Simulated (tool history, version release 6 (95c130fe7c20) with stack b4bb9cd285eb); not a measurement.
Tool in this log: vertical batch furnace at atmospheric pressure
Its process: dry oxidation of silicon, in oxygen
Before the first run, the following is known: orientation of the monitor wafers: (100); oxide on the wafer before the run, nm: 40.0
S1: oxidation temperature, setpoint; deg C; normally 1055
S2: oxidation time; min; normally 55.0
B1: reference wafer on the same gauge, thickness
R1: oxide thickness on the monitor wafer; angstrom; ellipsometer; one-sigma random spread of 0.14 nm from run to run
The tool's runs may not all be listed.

run,day,S1,S2,B1,R1
1,0.000,1055,55.0,83.30,989.8
2,0.829,1055,55.0,83.25,990.2
3,1.379,1055,55.0,83.28,991.3
4,2.521,1055,55.0,83.34,989.2
5,3.075,1055,68.5,83.26,1106.6
6,3.800,1055,68.5,83.27,1102.4
7,5.296,1055,55.0,83.27,994.8
8,6.383,1055,55.0,83.29,992.7
9,7.308,1055,55.0,83.28,992.4
10,8.775,1055,55.0,83.32,991.8
11,9.633,1055,55.0,83.32,993.7
12,11.054,1049,55.0,83.32,958.4
13,11.921,1049,55.0,83.24,960.2
14,12.796,1055,55.0,83.36,994.2
15,13.946,1055,55.0,83.31,992.3
16,14.796,1055,66.0,83.32,1086.7
17,16.329,1055,55.0,83.39,996.7
18,17.571,1046,55.0,83.28,945.2
19,18.188,1048,29.5,83.21,729.5
20,19.625,1077,47.5,83.28,1052.4
21,20.662,1055,55.0,83.26,996.3
22,21.379,1076,55.0,83.24,1127.2
23,22.046,1069,66.5,83.33,1192.8
24,26.300,1055,55.0,83.34,962.1
25,27.471,1079,55.0,83.29,1107.1
26,30.888,1055,33.5,83.30,772.0
27,32.254,1034,34.0,83.30,700.0
28,33.225,1055,55.0,83.30,960.0
29,33.812,1055,69.0,83.28,1075.7

Taken out of this log: 3 entries between the listed runs. Where each belongs, and how the hidden state differs across it:
Between runs 16 and 17: boat lift adjusted (day 16.308)
  true tube temperature minus thermocouple reading, K: 6.28 -> 6.38
  measured minus no-state result, R1: +40.4 -> +36.4 angstrom
Between runs 19 and 20: gauge calibrated (day 18.671)
  true tube temperature minus thermocouple reading, K: 6.5 -> 6.59
  measured minus no-state result, R1: +22.3 -> +39.6 angstrom
Between runs 23 and 24: thermocouples replaced and temperature profile calibrated (day 24.138)
  true tube temperature minus thermocouple reading, K: 6.75 -> 0.478
  measured minus no-state result, R1: +47.6 -> +2.7 angstrom
